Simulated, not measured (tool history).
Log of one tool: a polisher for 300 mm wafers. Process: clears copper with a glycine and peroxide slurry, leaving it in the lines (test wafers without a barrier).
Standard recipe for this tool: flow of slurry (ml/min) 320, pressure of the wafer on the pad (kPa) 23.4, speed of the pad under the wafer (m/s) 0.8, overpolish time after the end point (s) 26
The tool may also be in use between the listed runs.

| run | hour | flow of slurry (ml/min) | pressure of the wafer on the pad (kPa) | speed of the pad under the wafer (m/s) | overpolish time after the end point (s) | wafers since the last listed run | wafers polished on this pad | hours since the slurry nozzle was cleaned | hours since the head pressure was calibrated | incoming thickness of the incoming film, nm | time until the end point was called (s) | dishing of a wide line in a test structure (angstrom) |
|---|---|---|---|---|---|---|---|---|---|---|---|---|
| 1 | 0 | 320 | 25.5 | 0.8 | 26 | 0 | 583 | 543.9 | 706.2 | 527.4 | 112.8 | 686 |
| 2 | 14.9 | 320 | 29.6 | 0.8 | 26 | 135 | 719 | 558.8 | 721.1 | 529 | 103.3 | 777 |
| 3 | 30.3 | 320 | 23.4 | 0.8 | 26 | 140 | 859 | 574.2 | 736.5 | 524.3 | 123 | 665 |
| 4 | 37.9 | 320 | 23.4 | 0.8 | 26 | 69 | 929 | 581.8 | 744.1 | 528 | 125.8 | 650 |
| 5 | 50.2 | 320 | 23.4 | 1 | 26 | 112 | 1041 | 594.1 | 756.4 | 534.4 | 106.1 | 723 |
| 6 | 58.4 | 320 | 23.4 | 1 | 26 | 74 | 1116 | 602.3 | 764.6 | 536.8 | 105.8 | 734 |
| 7 | 66.2 | 320 | 23.4 | 1 | 26 | 71 | 1187 | 610.1 | 772.4 | 535.1 | 105.7 | 711 |
| 8 | 83.3 | 320 | 23.4 | 0.8 | 26 | 155 | 1343 | 627.2 | 789.5 | 537 | 125.7 | 625 |
| 9 | 92.7 | 275 | 23.4 | 1 | 26 | 85 | 1429 | 636.6 | 798.9 | 533.8 | 107.8 | 763 |
|  | 99.7 | worn pad replaced by a new one |
| 10 | 104 | 380 | 23.4 | 0.8 | 26 | 66 | 38 | 647.9 | 810.2 | 519 | 109 | 713 |
| 11 | 114.5 | 285 | 17.9 | 0.98 | 11 | 95 | 134 | 658.4 | 820.7 | 536.6 | 126.7 | 306 |
|  | 120.4 | head pressure recalibrated |
| 12 | 125.3 | 380 | 26.9 | 0.8 | 18 | 80 | 214 | 669.2 | 4.9 | 522.8 | 103.3 | 565 |
| 13 | 134.6 | 320 | 31 | 0.8 | 26 | 84 | 299 | 678.5 | 14.2 | 530.3 | 94.3 | 795 |
|  | 136.4 | slurry nozzle cleaned |
| 14 | 151 | 265 | 23.4 | 0.62 | 12 | 140 | 440 | 14.6 | 30.6 | 528.8 | 149.8 | 277 |
| 15 | 157.8 | 320 | 23.4 | 0.8 | 26 | 62 | 502 | 21.4 | 37.4 | 538.1 | 124.6 | 652 |
| 16 | 175 | 370 | 23.4 | 0.8 | 26 | 156 | 659 | 38.6 | 54.6 | 532.1 | 123.4 | 625 |
| 17 | 192.8 | 320 | 23.4 | 0.8 | 26 | 162 | 821 | 56.4 | 72.4 | 524 | 124.5 | 638 |

What if the next run were any one of these 3? Each begins from the tool's condition after run 17:
| A | 193.3 | 320 | 23.4 | 0.8 | 26 | 4 | 826 | 56.9 | 72.9 | 525.9 | ? | ? |
| B | 193.3 | 320 | 23.4 | 0.64 | 21 | 4 | 826 | 56.9 | 72.9 | 525.9 | ? | ? |
| C | 193.3 | 320 | 30.3 | 0.66 | 26 | 4 | 826 | 56.9 | 72.9 | 525.9 | ? | ? |

| run | time until the end point was called (s) | dishing of a wide line in a test structure (angstrom) |
|---|---|---|
| A | 127.2 | 625 |
| B | 152.1 | 454 |
| C | 120.5 | 661 |
The same runs, with their run-to-run variation unchanged, on a tool lacking any hidden condition would have given:
| run | time until the end point was called (s) | dishing of a wide line in a test structure (angstrom) |
|---|---|---|
| A | 112.8 | 686 |
| B | 135 | 503 |
| C | 106.9 | 726 |
